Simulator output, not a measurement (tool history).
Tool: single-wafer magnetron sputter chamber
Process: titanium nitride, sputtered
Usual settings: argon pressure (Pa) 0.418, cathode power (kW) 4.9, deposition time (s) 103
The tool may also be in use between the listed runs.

run     day  argon pressure (Pa)  cathode power (kW)  deposition time (s)  wafers since the last listed run  wafers on the sputter target  hours since the last manometer calibration  hours since the magnet pack was replaced  hours since the gauge calibration  read-back reference wafer on the same gauge, thickness_nm  mean film thickness on the monitor wafer (nm)
  1       0                0.418                 4.9                  103                                 0                          7180                                      2841.7                                    7294.4                                169                                                     83.308                                        102.125
  2   1.288                0.418                 4.9                  103                               310                          7491                                      2872.6                                    7325.3                              199.9                                                     83.194                                        101.314
      1.696  -- gauge calibrated
  3   2.138                0.418                 4.9                  103                               204                          7695                                        2893                                    7345.7                               10.6                                                     83.737                                        101.344
  4   4.458                0.418                 4.9                  103                               559                          8255                                      2948.7                                    7401.4                               66.3                                                     83.432                                        101.427
  5   5.146                0.516                 4.9                  103                               165                          8420                                      2965.2                                    7417.9                               82.8                                                     83.287                                         98.005
  6   5.838                0.516                 4.9                  103                               166                          8587                                      2981.8                                    7434.5                               99.4                                                     83.199                                         97.983
  7   6.462                0.516                 4.9                  103                               150                          8738                                      2996.8                                    7449.5                              114.4                                                     83.253                                         97.908
      7.912  -- sputter target and shields replaced
      8.183  -- magnet pack replaced
  8   8.204                0.418                 4.9                  103                               273                             5                                      3038.6                                       0.5                              156.2                                                     83.136                                        101.319
  9   8.429                0.418                 4.9                  103                                54                            59                                        3044                                       5.9                              161.6                                                     83.274                                        101.329
 10   9.825                0.418                 4.9                  103                               336                           395                                      3077.5                                      39.4                              195.1                                                     83.224                                        101.021
 11    10.8                0.516                 4.9                  103                               234                           630                                      3100.9                                      62.8                              218.5                                                     83.067                                         98.086
 12  11.488                 0.29                4.35                  103                               165                           796                                      3117.4                                      79.3                                235                                                      83.03                                         95.785
     11.992  -- gauge calibrated
 13  12.162                0.256                 4.9                   85                               162                           959                                      3133.6                                      95.5                                4.1                                                      83.87                                         89.572
     12.833  -- capacitance manometer re-zeroed and calibrated
 14  12.979                 0.55                 4.9                  113                               116                          1075                                         3.5                                     115.1                               23.7                                                     83.718                                        106.697
 15  14.142                0.365                 4.2                  121                               280                          1355                                        31.4                                       143                               51.6                                                     83.528                                         106.78
 16  14.888                0.418                3.85                  103                               179                          1535                                        49.3                                     160.9                               69.5                                                     83.518                                         83.609
 17  15.546                0.418                 5.7                  103                               158                          1694                                        65.1                                     176.7                               85.3                                                     83.397                                        115.425
 18  16.525                0.317                 4.9                   93                               235                          1930                                        88.6                                     200.2                              108.8                                                     83.272                                         95.204
 19  18.596                0.316                4.05                  103                               498                          2428                                       138.3                                     249.9                              158.5                                                     83.172                                         90.163
 20  19.946                0.418                 4.9                  103                               325                          2754                                       170.7                                     282.3                              190.9                                                     83.162                                        100.959

What the log doesn't show, run by run:
deposition rate above that of a new target (%): 0 in every run
true argon pressure above the setpoint (%): 0 in every run
H1: gauge reads high (%)
run      H1
  1  -0.862
  2  -0.903
  3  -0.242
  4  -0.689
  5  -0.772
  6   -0.84
  7  -0.891
  8  -0.992
  9      -1
 10   -1.05
 11   -1.07
 12   -1.08
 13  -0.084
 14  -0.293
 15  -0.515
 16  -0.623
 17    -0.7
 18   -0.79
 19  -0.912
 20   -0.96
